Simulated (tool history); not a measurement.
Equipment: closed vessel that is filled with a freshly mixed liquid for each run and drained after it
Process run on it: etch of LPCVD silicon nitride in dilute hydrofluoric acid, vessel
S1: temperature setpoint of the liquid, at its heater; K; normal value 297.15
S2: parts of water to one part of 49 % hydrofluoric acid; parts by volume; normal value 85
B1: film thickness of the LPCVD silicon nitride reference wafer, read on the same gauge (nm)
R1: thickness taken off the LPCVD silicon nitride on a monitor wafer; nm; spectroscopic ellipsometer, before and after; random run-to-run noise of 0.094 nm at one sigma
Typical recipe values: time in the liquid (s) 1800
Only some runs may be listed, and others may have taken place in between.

{"run": 1, "hour": 0.0, "S1": 297.15, "S2": 85, "time in the liquid (s)": 1800, "B1": 150, "R1": 9.95}
{"run": 2, "hour": 15.0, "S1": 296.15, "S2": 85, "time in the liquid (s)": 1800, "B1": 150.01, "R1": 9.23}
{"run": 3, "hour": 30.3, "S1": 296.15, "S2": 85, "time in the liquid (s)": 1800, "B1": 149.98, "R1": 9.17}
{"run": 4, "hour": 48.6, "S1": 297.15, "S2": 85, "time in the liquid (s)": 1390, "B1": 149.98, "R1": 7.65}
{"run": 5, "hour": 79.4, "S1": 297.15, "S2": 85, "time in the liquid (s)": 1390, "B1": 150.02, "R1": 7.77}
{"run": 6, "hour": 108.0, "S1": 295.15, "S2": 85, "time in the liquid (s)": 1800, "B1": 150.03, "R1": 8.72}
{"run": 7, "hour": 135.3, "S1": 295.15, "S2": 85, "time in the liquid (s)": 1800, "B1": 150.02, "R1": 8.73}
{"run": 8, "hour": 149.4, "S1": 301.15, "S2": 85, "time in the liquid (s)": 2225, "B1": 150.03, "R1": 15.91}
{"run": 9, "hour": 173.9, "S1": 297.15, "S2": 85, "time in the liquid (s)": 1800, "B1": 150.01, "R1": 9.95}
{"run": 10, "hour": 199.6, "S1": 297.15, "S2": 85, "time in the liquid (s)": 1800, "B1": 150, "R1": 9.96}
{"run": 11, "hour": 230.1, "S1": 297.15, "S2": 85, "time in the liquid (s)": 1800, "B1": 149.99, "R1": 9.91}
{"run": 12, "hour": 250.6, "S1": 297.15, "S2": 85, "time in the liquid (s)": 1800, "B1": 150, "R1": 10.02}
{"run": 13, "hour": 352.5, "S1": 297.15, "S2": 85, "time in the liquid (s)": 1800, "B1": 150, "R1": 9.94}
{"run": 14, "hour": 379.9, "S1": 297.15, "S2": 85, "time in the liquid (s)": 1800, "B1": 150, "R1": 9.91}
{"run": 15, "hour": 415.4, "S1": 297.15, "S2": 85, "time in the liquid (s)": 2500, "B1": 150.02, "R1": 13.71}
{"run": 16, "hour": 442.0, "S1": 297.15, "S2": 115, "time in the liquid (s)": 1800, "B1": 149.98, "R1": 7.35}
{"run": 17, "hour": 459.5, "S1": 299.65, "S2": 70, "time in the liquid (s)": 1800, "B1": 149.97, "R1": 14.24}
{"run": 18, "hour": 484.7, "S1": 300.65, "S2": 70, "time in the liquid (s)": 1800, "B1": 150.03, "R1": 15.05}
{"hour": 497.8, "done": "hydrofluoric acid flow meter replaced"}
{"run": 19, "hour": 502.9, "S1": 297.15, "S2": 85, "time in the liquid (s)": 1800, "B1": 149.98, "R1": 9.2}
{"hour": 521.8, "done": "thermometer replaced"}
{"run": 20, "hour": 529.2, "S1": 301.65, "S2": 120, "time in the liquid (s)": 1010, "B1": 150.02, "R1": 4.87}
{"run": 21, "hour": 561.9, "S1": 297.15, "S2": 60, "time in the liquid (s)": 1800, "B1": 149.99, "R1": 13.05}
{"hour": 578.7, "done": "gauge calibrated"}
{"run": 22, "hour": 594.0, "S1": 297.15, "S2": 125, "time in the liquid (s)": 2760, "B1": 150.03, "R1": 9.53}
{"run": 23, "hour": 626.8, "S1": 294.65, "S2": 85, "time in the liquid (s)": 845, "B1": 150.03, "R1": 3.63}
{"run": 24, "hour": 660.2, "S1": 294.65, "S2": 85, "time in the liquid (s)": 1800, "B1": 150, "R1": 7.68}
{"hour": 682.8, "done": "hydrofluoric acid flow meter replaced, repeated, since the last time left the tool worse"}
{"run": 25, "hour": 694.8, "S1": 294.65, "S2": 85, "time in the liquid (s)": 985, "B1": 150, "R1": 5.04}
{"run": 26, "hour": 717.8, "S1": 301.15, "S2": 105, "time in the liquid (s)": 1045, "B1": 150.02, "R1": 6.5}
{"run": 27, "hour": 738.4, "S1": 292.65, "S2": 85, "time in the liquid (s)": 2530, "B1": 149.99, "R1": 11.24}
{"run": 28, "hour": 753.7, "S1": 297.15, "S2": 85, "time in the liquid (s)": 1800, "B1": 150, "R1": 10.58}
{"run": 29, "hour": 769.5, "S1": 300.15, "S2": 50, "time in the liquid (s)": 1800, "B1": 150.02, "R1": 21.67}
{"run": 30, "hour": 782.9, "S1": 294.15, "S2": 70, "time in the liquid (s)": 2695, "B1": 149.97, "R1": 15.78}
{"run": 31, "hour": 798.3, "S1": 297.15, "S2": 125, "time in the liquid (s)": 1145, "B1": 149.99, "R1": 4.63}
{"run": 32, "hour": 833.9, "S1": 297.15, "S2": 85, "time in the liquid (s)": 1800, "B1": 149.98, "R1": 10.67}
{"run": 33, "hour": 852.8, "S1": 297.15, "S2": 85, "time in the liquid (s)": 1800, "B1": 150.01, "R1": 10.78}

What would each run have given without the hidden state, its run-to-run variation left as it was?
What the log doesn't record here: liquid hotter than its thermometer reads (K); hydrofluoric acid flow below the setpoint (%); gauge reads high (%).
run=1 R1=10.67
run=2 R1=9.9
run=3 R1=9.84
run=4 R1=8.21
run=5 R1=8.35
run=6 R1=9.38
run=7 R1=9.41
run=8 R1=17.17
run=9 R1=10.74
run=10 R1=10.76
run=11 R1=10.72
run=12 R1=10.85
run=13 R1=10.81
run=14 R1=10.79
run=15 R1=14.93
run=16 R1=8.01
run=17 R1=15.55
run=18 R1=16.45
run=19 R1=10.79
run=20 R1=5.74
run=21 R1=15.34
run=22 R1=11.23
run=23 R1=4.27
run=24 R1=9.06
run=25 R1=5.06
run=26 R1=6.52
run=27 R1=11.28
run=28 R1=10.63
run=29 R1=21.78
run=30 R1=15.87
run=31 R1=4.66
run=32 R1=10.76
run=33 R1=10.87
